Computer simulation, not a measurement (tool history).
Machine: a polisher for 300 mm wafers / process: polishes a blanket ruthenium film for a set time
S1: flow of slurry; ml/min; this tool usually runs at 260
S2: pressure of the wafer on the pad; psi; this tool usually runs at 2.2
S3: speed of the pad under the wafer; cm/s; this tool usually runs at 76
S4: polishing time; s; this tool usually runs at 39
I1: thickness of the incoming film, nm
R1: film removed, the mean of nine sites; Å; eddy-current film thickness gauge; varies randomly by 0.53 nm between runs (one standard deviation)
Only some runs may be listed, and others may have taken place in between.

run	hour	S1	S2	S3	S4	I1	R1
1	0.0	220	1.8	76	39	498.9	327
2	13.0	220	1.8	76	39	504.2	328
3	26.7	220	1.8	76	39	507.7	332
4	42.9	260	1.8	76	39	498.6	342
5	52.5	260	2.2	76	39	498.0	413
6	67.0	260	2.2	76	39	500.3	410
7	76.0	260	2.2	76	39	499.0	406
8	90.7	260	2.2	76	34	500.0	359
9	100.1	260	2.2	76	34	495.1	358
10	108.0	260	2.2	76	34	502.3	354
11	119.0	260	2.2	76	39	501.7	407
12	136.0	260	2.2	76	39	497.9	409
13	153.6	260	2.2	76	39	509.6	412
14	170.3	260	2.2	76	39	499.6	413
15	176.5	260	2.2	76	39	502.6	410
16	183.5	260	2.2	102	39	501.2	554
17	194.8	215	2.2	100	39	503.6	528
18	205.1	260	2.2	76	39	508.0	410
19	213.0	260	2.2	76	39	501.4	408
20	224.3	180	2.2	76	29	494.5	291
21	242.5	315	2.8	66	39	506.8	465
22	250.7	220	1.8	76	39	497.9	330
23	263.9	215	2.2	100	39	491.2	539
24	282.4	285	1.7	76	39	506.5	319
25	296.4	260	2.2	76	39	495.8	417
26	306.4	185	2.4	76	39	498.3	426
27	323.6	290	2.6	92	39	494.7	580
28	332.6	260	2.2	76	39	510.5	407
29	341.6	260	2.2	76	39	501.5	406
30	359.6	200	2.2	76	52	490.8	523
31	376.5	260	2.6	76	43	500.2	527
32	392.9	260	2.2	84	39	498.8	450
33	408.0	260	2.2	54	27	503.8	201
34	421.7	260	1.8	62	39	490.9	271
35	428.9	260	2.2	76	47	501.1	505
36	446.6	220	2.2	76	50	508.5	504
37	453.7	260	2.2	50	50	499.5	350
38	463.7	295	1.7	70	49	500.8	367

Missing from the log above: 6 entries noted between runs. For each, name the pair of listed runs it sits between and say how the tool's hidden condition differs from the listed run just before to the listed run just after:
From run 3 to run 4: worn pad replaced by a new one (hour 36.4)
  the hidden state is the same at both runs
From run 7 to run 8: head pressure recalibrated (hour 80.5)
  the hidden state is the same at both runs
From run 12 to run 13: worn pad replaced by a new one (hour 143.0)
  the hidden state is the same at both runs
From run 20 to run 21: worn pad replaced by a new one (hour 242.0)
  the hidden state is the same at both runs
From run 23 to run 24: slurry nozzle cleaned (hour 281.9)
  the hidden state is the same at both runs
From run 30 to run 31: worn pad replaced by a new one (hour 372.6)
  the hidden state is the same at both runs
